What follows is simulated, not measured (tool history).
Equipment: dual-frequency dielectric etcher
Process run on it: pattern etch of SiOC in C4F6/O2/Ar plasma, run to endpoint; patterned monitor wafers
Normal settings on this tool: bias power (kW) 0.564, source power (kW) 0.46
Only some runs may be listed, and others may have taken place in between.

| run | hour | bias power (kW) | source power (kW) | incoming incoming film thickness, nm | endpoint time (s) |
|---|---|---|---|---|---|
| 1 | 0 | 0.606 | 0.46 | 52.2 | 13.6 |
| 2 | 27.3 | 0.606 | 0.46 | 52.5 | 13.7 |
| 3 | 55.7 | 0.564 | 0.46 | 52.7 | 14 |
| 4 | 104.5 | 0.564 | 0.46 | 52.2 | 14.1 |
| 5 | 150.4 | 0.652 | 0.41 | 52 | 13.4 |
| 6 | 197.3 | 0.676 | 0.46 | 52.3 | 13 |
| 7 | 256.7 | 0.564 | 0.46 | 52.5 | 14.2 |
| 8 | 304.1 | 0.631 | 0.36 | 53.1 | 14.3 |
|  | 323 | bias power generator calibrated |
|  | 360.5 | wet clean of the chamber |
|  | 375.6 | upper electrode replaced |
| 9 | 376.1 | 0.634 | 0.58 | 52.2 | 12.9 |
|  | 398.3 | source power generator calibrated |
| 10 | 434.5 | 0.564 | 0.46 | 52.7 | 14.2 |
| 11 | 495.9 | 0.564 | 0.46 | 52.5 | 14.2 |
| 12 | 539.5 | 0.524 | 0.46 | 51.8 | 14.4 |
| 13 | 589.2 | 0.523 | 0.46 | 51.9 | 14.4 |
| 14 | 615.3 | 0.564 | 0.51 | 51.9 | 13.6 |

What the log doesn't show, run by run:
etch rate over this chamber's usual, %: 0 across all the runs
bias power that arrives over what is set, %: 0 across all the runs
source power that arrives over what is set, %: 0 across all the runs

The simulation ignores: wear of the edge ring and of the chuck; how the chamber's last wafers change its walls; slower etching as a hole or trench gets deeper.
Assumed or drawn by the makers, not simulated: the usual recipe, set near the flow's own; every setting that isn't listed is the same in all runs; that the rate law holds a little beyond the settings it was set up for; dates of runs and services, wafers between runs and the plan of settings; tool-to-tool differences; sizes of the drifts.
